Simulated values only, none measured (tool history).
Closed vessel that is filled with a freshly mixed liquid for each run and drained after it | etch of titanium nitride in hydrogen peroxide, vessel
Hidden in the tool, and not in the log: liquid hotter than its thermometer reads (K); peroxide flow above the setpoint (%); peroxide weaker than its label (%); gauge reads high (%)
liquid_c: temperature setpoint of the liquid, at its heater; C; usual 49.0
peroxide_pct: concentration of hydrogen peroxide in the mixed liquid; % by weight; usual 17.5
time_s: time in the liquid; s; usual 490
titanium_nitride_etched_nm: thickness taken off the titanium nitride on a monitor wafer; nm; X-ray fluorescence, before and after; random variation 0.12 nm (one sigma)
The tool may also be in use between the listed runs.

run   hour  liquid_c  peroxide_pct  time_s  wafers since the last listed run  hours since the thermometer was replaced  hours since the peroxide flow meter was replaced  hours since the drum of peroxide was connected  hours since the gauge calibration  read-back film thickness of the titanium nitride reference wafer, read on the same gauge (nm)  titanium_nitride_etched_nm
  1    0.0      49.0          16.0     490                                 0                                    2684.3                                            1629.8                                            75.4                              153.3                                                                                          89.98                       40.74
  2   28.6      49.0          16.0     580                              1653                                    2712.9                                            1658.4                                           104.0                              181.9                                                                                          90.01                       48.11
  3   58.3      49.0          16.0     580                              1716                                    2742.6                                            1688.1                                           133.7                              211.6                                                                                          89.97                       48.16
  4   88.8      49.0          17.5     490                              1763                                    2773.1                                            1718.6                                           164.2                              242.1                                                                                          90.00                       41.37
  5  120.2      49.0          17.5     490                              1815                                    2804.5                                            1750.0                                           195.6                              273.5                                                                                          89.99                       41.26
  6  132.7      44.5          15.5     490                               722                                    2817.0                                            1762.5                                           208.1                              286.0                                                                                          89.98                       29.16
  7  147.8      44.5          15.5     490                               872                                    2832.1                                            1777.6                                           223.2                              301.1                                                                                          89.99                       29.10
  8  161.9      44.5          15.5     490                               815                                    2846.2                                            1791.7                                           237.3                              315.2                                                                                          89.98                       29.09
  9  194.3      49.0          17.5     490                              1873                                    2878.6                                            1824.1                                           269.7                              347.6                                                                                          90.03                       41.52
     257.2  -- peroxide flow meter replaced
     263.6  -- gauge calibrated
     264.6  -- new drum of peroxide connected
 10  288.9      49.0          17.5     490                              5353                                    2973.2                                              31.7                                            24.3                               25.3                                                                                          89.99                       42.18
 11  321.8      49.0          17.5     620                              1901                                    3006.1                                              64.6                                            57.2                               58.2                                                                                          90.02                       53.61
 12  349.1      49.0          17.5     490                              1578                                    3033.4                                              91.9                                            84.5                               85.5                                                                                          90.02                       42.15
 13  374.0      49.0          14.5     685                              1439                                    3058.3                                             116.8                                           109.4                              110.4                                                                                          89.97                       56.86
 14  391.1      49.0          17.5     490                               988                                    3075.4                                             133.9                                           126.5                              127.5                                                                                          90.00                       42.38
 15  410.7      49.0          21.5     775                              1133                                    3095.0                                             153.5                                           146.1                              147.1                                                                                          89.98                       69.42
 16  431.3      49.0          17.5     490                              1190                                    3115.6                                             174.1                                           166.7                              167.7                                                                                          90.05                       42.34
     436.7  -- thermometer replaced
 17  450.9      49.0          14.0     490                              1075                                      14.2                                             193.7                                           186.3                              187.3                                                                                          89.99                       32.88
 18  465.4      49.0          21.5     225                               838                                      28.7                                             208.2                                           200.8                              201.8                                                                                          90.03                       16.53
 19  485.6      49.0          17.5     745                              1167                                      48.9                                             228.4                                           221.0                              222.0                                                                                          89.98                       52.13
 20  510.3      49.0          19.5     255                              1427                                      73.6                                             253.1                                           245.7                              246.7                                                                                          90.06                       18.36
 21  545.5      54.0          21.5     335                              2034                                     108.8                                             288.3                                           280.9                              281.9                                                                                          89.96                       35.36
 22  564.8      43.5          17.5     775                              1115                                     128.1                                             307.6                                           300.2                              301.2                                                                                          90.02                       36.30

Hidden state or all else? Some run-to-run changes of titanium_nitride_etched_nm, split into what the settings, what came in and random variation would give without the hidden state, and what is left for the hidden state (with any gauge scatter that isn't in both results):
Run 14 -> 15: peroxide_pct 17.5 -> 21.5, time_s 490 -> 775. titanium_nitride_etched_nm +27.04 nm: hidden state +5.37, all else +21.67.
Run 16 -> 17: peroxide_pct 17.5 -> 14.0, thermometer replaced. titanium_nitride_etched_nm -9.46 nm: hidden state -7.93, all else -1.53.
Run 18 -> 19: peroxide_pct 21.5 -> 17.5, time_s 225 -> 745. titanium_nitride_etched_nm +35.60 nm: hidden state +0.56, all else +35.04.
Run 19 -> 20: peroxide_pct 17.5 -> 19.5, time_s 745 -> 255. titanium_nitride_etched_nm -33.77 nm: hidden state -0.53, all else -33.24.

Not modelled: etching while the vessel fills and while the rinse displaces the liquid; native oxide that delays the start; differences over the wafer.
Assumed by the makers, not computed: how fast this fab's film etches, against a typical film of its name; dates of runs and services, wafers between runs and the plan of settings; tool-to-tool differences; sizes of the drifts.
